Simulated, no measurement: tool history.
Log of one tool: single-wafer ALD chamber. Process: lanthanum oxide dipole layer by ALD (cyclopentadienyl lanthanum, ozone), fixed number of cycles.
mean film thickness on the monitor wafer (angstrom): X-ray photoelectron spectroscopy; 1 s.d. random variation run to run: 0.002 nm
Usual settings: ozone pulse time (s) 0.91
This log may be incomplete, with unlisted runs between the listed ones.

run	hour	ozone pulse time (s)	wafers since the last listed run	hours since the last thermocouple change	hours since the last ozone generator service	hours since the showerhead was replaced	hours since the gauge calibration	read-back reference wafer on the same gauge, thickness_nm	mean film thickness on the monitor wafer (angstrom)
1	0.0	1.14	0	2646.7	390.0	2428.8	220.0	0.562	5.27
2	52.1	1.14	975	2698.8	442.1	2480.9	272.1	0.562	5.30
3	77.6	1.18	477	2724.3	467.6	2506.4	297.6	0.561	5.35
4	136.1	0.71	1095	2782.8	526.1	2564.9	356.1	0.561	4.22
5	184.4	0.71	904	2831.1	574.4	2613.2	404.4	0.564	4.23
# hour 218.8: ozone generator serviced
6	238.6	0.71	865	2885.3	19.8	2667.4	458.6	0.562	4.42
# hour 267.2: gauge calibrated
# hour 276.1: showerhead replaced, of another model than before
7	291.4	0.91	838	2938.1	72.6	15.3	24.2	0.562	4.91
8	349.0	1.21	1078	2995.7	130.2	72.9	81.8	0.563	5.64
9	405.3	0.76	1054	3052.0	186.5	129.2	138.1	0.562	3.92
10	473.0	0.56	1267	3119.7	254.2	196.9	205.8	0.562	1.53
# hour 520.6: thermocouple changed; heater temperature recalibrated
11	543.8	0.74	1175	23.2	325.0	267.7	276.6	0.561	3.67
12	599.4	0.91	1041	78.8	380.6	323.3	332.2	0.562	4.70
13	666.4	0.76	1254	145.8	447.6	390.3	399.2	0.563	3.80
14	695.5	1.01	544	174.9	476.7	419.4	428.3	0.562	5.05

Predict each of these 3 candidate next runs independently; none follows another, all start after run 14:
A	695.9	1.20	7	175.3	477.1	419.8	428.7	?	?
B	695.9	0.65	7	175.3	477.1	419.8	428.7	?	?
C	695.9	0.57	7	175.3	477.1	419.8	428.7	?	?

run	read-back reference wafer on the same gauge, thickness_nm	mean film thickness on the monitor wafer (angstrom)
A	0.562	5.52
B	0.562	2.71
C	0.562	1.64
Without the tool's unlogged condition, the same runs would have read:
run	mean film thickness on the monitor wafer (angstrom)
A	5.71
B	3.08
C	1.91
